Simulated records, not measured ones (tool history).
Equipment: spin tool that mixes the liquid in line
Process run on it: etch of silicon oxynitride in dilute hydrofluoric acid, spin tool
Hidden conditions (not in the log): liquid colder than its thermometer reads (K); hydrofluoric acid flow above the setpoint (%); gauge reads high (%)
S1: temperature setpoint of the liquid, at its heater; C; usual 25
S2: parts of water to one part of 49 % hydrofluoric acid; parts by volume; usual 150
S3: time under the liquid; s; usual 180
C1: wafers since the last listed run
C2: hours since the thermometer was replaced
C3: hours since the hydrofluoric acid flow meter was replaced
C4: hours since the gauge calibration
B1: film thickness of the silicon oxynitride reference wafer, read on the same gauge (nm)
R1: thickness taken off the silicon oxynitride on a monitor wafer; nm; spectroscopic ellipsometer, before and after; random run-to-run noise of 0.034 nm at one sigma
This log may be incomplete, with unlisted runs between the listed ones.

run	hour	S1	S2	S3	C1	C2	C3	C4	B1	R1
1	0	25	150	180	0	2203.4	342.1	900	100.01	4.67
2	36.6	25	150	180	172	2240	378.7	936.6	100	4.77
3	130.6	25	150	180	442	2334	472.7	1030.6	99.99	4.78
4	180	25	150	180	232	2383.4	522.1	1080	99.98	4.78
5	249.9	25	150	120	328	2453.3	592	1149.9	100	3.21
6	343.9	25	150	180	442	2547.3	686	1243.9	99.99	4.87
# hour 350.5: hydrofluoric acid flow meter replaced
7	392.6	28	150	180	224	2596	42.1	1292.6	99.99	5.15
8	463.7	28	150	180	334	2667.1	113.2	1363.7	99.99	5.19
9	566.9	25	150	180	485	2770.3	216.4	1466.9	100.01	4.58
10	656.7	27	80	275	422	2860.1	306.2	1556.7	99.99	15.3
11	721.6	26.5	200	75	305	2925	371.1	1621.6	99.99	1.49
# hour 748.2: thermometer replaced
12	787.2	25	150	180	303	39	436.7	1687.2	100	4.99

Expected results for the next run?
13	828	22.5	150	280	191	79.8	477.5	1728	?	?

{"run 13": {"B1": 99.99, "R1": 7.01}}
Without the tool's hidden state the same run would have given R1 6.72 nm.
